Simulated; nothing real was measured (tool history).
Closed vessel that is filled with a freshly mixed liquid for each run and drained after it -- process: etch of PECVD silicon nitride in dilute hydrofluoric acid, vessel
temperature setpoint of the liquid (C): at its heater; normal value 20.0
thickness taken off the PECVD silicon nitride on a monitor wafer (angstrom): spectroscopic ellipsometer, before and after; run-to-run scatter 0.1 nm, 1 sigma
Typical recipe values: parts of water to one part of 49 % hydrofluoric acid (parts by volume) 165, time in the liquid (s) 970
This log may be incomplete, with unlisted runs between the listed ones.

run	day	temperature setpoint of the liquid (C)	parts of water to one part of 49 % hydrofluoric acid (parts by volume)	time in the liquid (s)	read-back film thickness of the PECVD silicon nitride reference wafer, read on the same gauge (nm)	thickness taken off the PECVD silicon nitride on a monitor wafer (angstrom)
1	0.000	20.0	225	970	40.05	96.8
2	2.175	20.0	225	970	40.03	96.0
3	3.508	20.0	165	970	39.95	128.7
4	6.400	20.0	210	1415	39.98	147.5
5	8.088	17.0	205	970	39.97	85.7
6	11.071	17.0	205	970	39.98	84.8
7	12.904	20.0	165	970	40.00	129.4
8	14.004	20.0	165	970	40.03	128.4
9	15.567	20.0	200	970	40.02	105.8
10	17.004	20.0	225	970	39.97	94.0
11	19.088	24.5	165	970	40.02	170.5
12	21.358	20.0	165	970	40.01	128.2
13	22.433	20.0	165	970	40.04	130.4
# day 23.588: gauge calibrated
14	24.271	17.0	225	395	39.99	31.5
# day 26.308: hydrofluoric acid flow meter replaced
# day 28.854: thermometer replaced
15	30.642	20.0	140	970	39.99	150.4
16	33.233	20.0	220	970	40.00	98.2
17	35.604	17.5	120	470	39.98	71.7
18	37.825	24.0	165	1545	39.99	266.0

5 options for the next run, each taken on its own from the tool as it stands now. Forecast them:
A	37.862	20.0	100	970	?	?
B	37.862	18.5	165	1520	?	?
C	37.862	18.0	230	970	?	?
D	37.862	23.5	190	735	?	?
E	37.862	20.0	200	755	?	?

run	read-back film thickness of the PECVD silicon nitride reference wafer, read on the same gauge (nm)	thickness taken off the PECVD silicon nitride on a monitor wafer (angstrom)
A	40.04	211.3
B	40.04	183.8
C	40.04	82.4
D	40.04	107.5
E	40.04	83.7
Stripped of hidden state, with their random variation kept, the same runs would have yielded:
run	thickness taken off the PECVD silicon nitride on a monitor wafer (angstrom)
A	211.3
B	183.8
C	82.4
D	107.5
E	83.7

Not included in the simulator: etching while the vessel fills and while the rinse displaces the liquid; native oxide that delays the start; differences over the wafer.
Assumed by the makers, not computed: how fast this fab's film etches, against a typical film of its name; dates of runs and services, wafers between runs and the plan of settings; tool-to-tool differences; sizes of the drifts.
